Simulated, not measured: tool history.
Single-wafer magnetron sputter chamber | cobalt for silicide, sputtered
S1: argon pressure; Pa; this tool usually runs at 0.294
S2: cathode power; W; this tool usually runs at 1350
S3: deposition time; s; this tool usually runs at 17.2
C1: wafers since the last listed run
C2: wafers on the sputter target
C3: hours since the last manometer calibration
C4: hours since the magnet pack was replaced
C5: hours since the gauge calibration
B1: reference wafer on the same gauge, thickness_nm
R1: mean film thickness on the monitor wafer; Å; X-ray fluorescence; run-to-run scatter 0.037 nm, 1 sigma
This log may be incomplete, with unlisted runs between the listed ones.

run 1 hour=0.0 | S1=0.333 S2=1350 S3=17.2 | C1=0 C2=500 C3=1507.0 C4=7251.2 C5=19.3 | B1=10.212 | R1=106.05
run 2 hour=38.4 | S1=0.333 S2=1350 S3=17.2 | C1=999 C2=1499 C3=1545.4 C4=7289.6 C5=57.7 | B1=10.205 | R1=105.51
run 3 hour=50.0 | S1=0.294 S2=1350 S3=17.2 | C1=302 C2=1801 C3=1557.0 C4=7301.2 C5=69.3 | B1=10.205 | R1=106.67
run 4 hour=65.1 | S1=0.294 S2=1350 S3=17.2 | C1=393 C2=2195 C3=1572.1 C4=7316.3 C5=84.4 | B1=10.214 | R1=106.31
run 5 hour=79.7 | S1=0.294 S2=1350 S3=17.2 | C1=380 C2=2575 C3=1586.7 C4=7330.9 C5=99.0 | B1=10.201 | R1=105.96
run 6 hour=86.3 | S1=0.294 S2=1200 S3=17.2 | C1=171 C2=2747 C3=1593.3 C4=7337.5 C5=105.6 | B1=10.204 | R1=95.87
run 7 hour=99.7 | S1=0.294 S2=1200 S3=17.2 | C1=348 C2=3095 C3=1606.7 C4=7350.9 C5=119.0 | B1=10.199 | R1=96.60
-- hour=123.7 magnet pack replaced, of another model than before
run 8 hour=124.2 | S1=0.294 S2=1200 S3=17.2 | C1=429 C2=3525 C3=1631.2 C4=0.5 C5=143.5 | B1=10.201 | R1=95.89
-- hour=136.4 capacitance manometer re-zeroed and calibrated
run 9 hour=136.9 | S1=0.294 S2=1350 S3=19.2 | C1=122 C2=3647 C3=0.5 C4=13.2 C5=156.2 | B1=10.198 | R1=117.21
-- hour=144.8 gauge calibrated
run 10 hour=147.9 | S1=0.294 S2=1350 S3=16.3 | C1=286 C2=3934 C3=11.5 C4=24.2 C5=3.1 | B1=10.204 | R1=98.94
run 11 hour=164.3 | S1=0.294 S2=1350 S3=17.2 | C1=426 C2=4361 C3=27.9 C4=40.6 C5=19.5 | B1=10.203 | R1=104.29
run 12 hour=172.1 | S1=0.183 S2=1350 S3=17.2 | C1=203 C2=4564 C3=35.7 C4=48.4 C5=27.3 | B1=10.199 | R1=108.86
-- hour=191.5 sputter target and shields replaced
run 13 hour=192.0 | S1=0.294 S2=1350 S3=17.2 | C1=309 C2=11 C3=55.6 C4=68.3 C5=47.2 | B1=10.204 | R1=107.30

Run 14 is up next; what results do you expect?
run 14 hour=197.2 | S1=0.238 S2=1550 S3=18.7 | C1=135 C2=147 C3=60.8 C4=73.5 C5=52.4 | B1=? | R1=?

B1: 10.204
R1: 132.78 Å
Without the tool's hidden state the same run would have given R1 132.90 Å.

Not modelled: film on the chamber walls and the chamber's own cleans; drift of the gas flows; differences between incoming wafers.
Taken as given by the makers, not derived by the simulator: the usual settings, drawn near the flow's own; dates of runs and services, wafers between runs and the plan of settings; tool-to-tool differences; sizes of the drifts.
